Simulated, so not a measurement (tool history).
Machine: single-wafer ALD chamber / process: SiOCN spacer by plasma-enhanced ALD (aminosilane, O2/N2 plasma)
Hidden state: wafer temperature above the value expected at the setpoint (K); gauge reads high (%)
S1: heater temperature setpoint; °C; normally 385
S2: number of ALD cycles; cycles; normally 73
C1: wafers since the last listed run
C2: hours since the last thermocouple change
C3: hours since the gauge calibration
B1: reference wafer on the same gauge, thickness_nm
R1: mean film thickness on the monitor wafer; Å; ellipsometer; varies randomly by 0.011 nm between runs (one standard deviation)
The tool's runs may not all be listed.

run 1 hour=0 | S1=385 S2=80 | C1=0 C2=1452.2 C3=235.5 | B1=5.082 | R1=48.69
run 2 hour=13.4 | S1=385 S2=80 | C1=46 C2=1465.6 C3=248.9 | B1=5.093 | R1=48.96
run 3 hour=43.2 | S1=385 S2=80 | C1=104 C2=1495.4 C3=278.7 | B1=5.092 | R1=48.92
run 4 hour=64.6 | S1=385 S2=81 | C1=74 C2=1516.8 C3=300.1 | B1=5.092 | R1=49.42
run 5 hour=98.7 | S1=385 S2=78 | C1=119 C2=1550.9 C3=334.2 | B1=5.106 | R1=47.88
run 6 hour=120.6 | S1=385 S2=78 | C1=76 C2=1572.8 C3=356.1 | B1=5.112 | R1=47.86
run 7 hour=141.1 | S1=395 S2=73 | C1=71 C2=1593.3 C3=376.6 | B1=5.112 | R1=44.88
run 8 hour=156.5 | S1=395 S2=73 | C1=53 C2=1608.7 C3=392 | B1=5.113 | R1=44.6
run 9 hour=177.6 | S1=395 S2=73 | C1=73 C2=1629.8 C3=413.1 | B1=5.121 | R1=44.77
run 10 hour=204.6 | S1=375 S2=64 | C1=94 C2=1656.8 C3=440.1 | B1=5.126 | R1=39.32
-- hour=219.2 thermocouple changed; heater temperature recalibrated
run 11 hour=227.3 | S1=381 S2=79 | C1=51 C2=8.1 C3=462.8 | B1=5.135 | R1=49
run 12 hour=242.6 | S1=385 S2=73 | C1=53 C2=23.4 C3=478.1 | B1=5.135 | R1=44.92
-- hour=242.6 gauge calibrated
run 13 hour=263.7 | S1=372 S2=67 | C1=73 C2=44.5 C3=21.1 | B1=5.076 | R1=40.7
run 14 hour=283.7 | S1=397 S2=62 | C1=69 C2=64.5 C3=41.1 | B1=5.077 | R1=37.76
run 15 hour=314.3 | S1=385 S2=73 | C1=106 C2=95.1 C3=71.7 | B1=5.08 | R1=44.66
run 16 hour=419.8 | S1=375 S2=64 | C1=368 C2=200.6 C3=177.2 | B1=5.085 | R1=39.13
run 17 hour=432.7 | S1=385 S2=84 | C1=45 C2=213.5 C3=190.1 | B1=5.086 | R1=51.31
run 18 hour=451 | S1=380 S2=73 | C1=63 C2=231.8 C3=208.4 | B1=5.089 | R1=44.52
run 19 hour=466.7 | S1=390 S2=59 | C1=54 C2=247.5 C3=224.1 | B1=5.093 | R1=36.21
run 20 hour=499.9 | S1=381 S2=73 | C1=116 C2=280.7 C3=257.3 | B1=5.093 | R1=44.58

Branching from run 20: 5 alternative next runs. What would each branch give?
run A hour=500.4 | S1=377 S2=73 | C1=1 C2=281.2 C3=257.8 | B1=? | R1=?
run B hour=500.4 | S1=389 S2=83 | C1=1 C2=281.2 C3=257.8 | B1=? | R1=?
run C hour=500.4 | S1=394 S2=86 | C1=1 C2=281.2 C3=257.8 | B1=? | R1=?
run D hour=500.4 | S1=378 S2=85 | C1=1 C2=281.2 C3=257.8 | B1=? | R1=?
run E hour=500.4 | S1=385 S2=79 | C1=1 C2=281.2 C3=257.8 | B1=? | R1=?

run=A B1=5.088 R1=44.55
run=B B1=5.088 R1=50.65
run=C B1=5.088 R1=52.48
run=D B1=5.088 R1=51.87
run=E B1=5.088 R1=48.21
The same runs, with their run-to-run variation unchanged, on a tool lacking any hidden condition would have given:
run=A R1=44.32
run=B R1=50.39
run=C R1=52.21
run=D R1=51.61
run=E R1=47.96
